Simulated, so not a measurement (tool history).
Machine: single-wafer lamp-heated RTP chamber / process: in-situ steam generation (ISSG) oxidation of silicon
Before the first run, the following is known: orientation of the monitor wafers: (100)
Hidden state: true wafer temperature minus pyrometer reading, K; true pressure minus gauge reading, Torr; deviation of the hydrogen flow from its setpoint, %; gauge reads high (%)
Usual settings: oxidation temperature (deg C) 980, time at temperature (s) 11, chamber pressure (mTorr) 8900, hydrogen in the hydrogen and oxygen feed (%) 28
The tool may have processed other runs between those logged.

run,day,oxidation temperature (deg C),time at temperature (s),chamber pressure (mTorr),hydrogen in the hydrogen and oxygen feed (%),wafers since the last listed run,wafers since the last pyrometer calibration,hours since the pressure gauge was zeroed,hours since the hydrogen flow controller was replaced,hours since the gauge calibration,"read-back reference wafer on the same gauge, thickness",oxide thickness on the monitor wafer (Å)
1,0.000,980,11,8900,28,0,4699,1709.5,3720.5,157.8,3.648,44.22
2,1.129,980,11,8900,28,442,5142,1736.6,3747.6,184.9,3.652,44.27
3,2.500,980,11,8900,28,537,5680,1769.5,3780.5,217.8,3.651,44.23
4,3.192,980,11,8900,28,271,5951,1786.1,3797.1,234.4,3.652,44.26
5,4.075,980,11,8900,28,346,6297,1807.3,3818.3,255.6,3.653,44.25
# day 4.250: gauge calibrated
6,4.933,980,11,8900,28,336,6634,1827.9,3838.9,16.4,3.629,43.89
# day 5.788: pressure gauge zeroed
# day 5.942: hydrogen flow controller replaced
7,5.962,968,11,8900,28,212,6846,4.2,0.5,41.1,3.634,42.57
# day 6.933: pyrometer window cleaned and pyrometer calibrated
8,7.271,991,11,8900,19,382,132,35.6,31.9,72.5,3.640,41.32
9,7.967,963,14,9400,22,272,405,52.3,48.6,89.2,3.644,43.16
10,8.779,996,15,8900,32,318,724,71.8,68.1,108.7,3.647,54.55
11,10.100,987,7,10100,32,517,1241,103.5,99.8,140.4,3.648,38.15
12,11.179,980,10,7500,28,423,1665,129.4,125.7,166.3,3.649,43.05
13,11.975,962,14,8100,32,312,1977,148.5,144.8,185.4,3.651,48.23
14,12.629,994,11,8900,22,256,2233,164.2,160.5,201.1,3.653,43.32
# day 13.467: gauge calibrated
15,13.467,980,11,8900,28,328,2561,184.3,180.6,0.0,3.615,44.04

What differs in the tool's unlogged condition from the final listed run ahead of each entry between runs to the first listed run following it?
From run 5 to run 6: gauge calibrated (day 4.250)
  gauge reads high (%): 0.889 -> 0.169
  difference, measured minus the result without the unlogged condition, oxide thickness on the monitor wafer (Å): +0.39 -> +0.07
From run 6 to run 7: pressure gauge zeroed (day 5.788); hydrogen flow controller replaced (day 5.942)
  gauge reads high (%): 0.169 -> 0.385
  difference, measured minus the result without the unlogged condition, oxide thickness on the monitor wafer (Å): +0.07 -> +0.17
From run 7 to run 8: pyrometer window cleaned and pyrometer calibrated (day 6.933)
  gauge reads high (%): 0.385 -> 0.576
  difference, measured minus the result without the unlogged condition, oxide thickness on the monitor wafer (Å): +0.17 -> +0.24
From run 14 to run 15: gauge calibrated (day 13.467)
  gauge reads high (%): 0.885 -> -0.106
  difference, measured minus the result without the unlogged condition, oxide thickness on the monitor wafer (Å): +0.38 -> -0.05
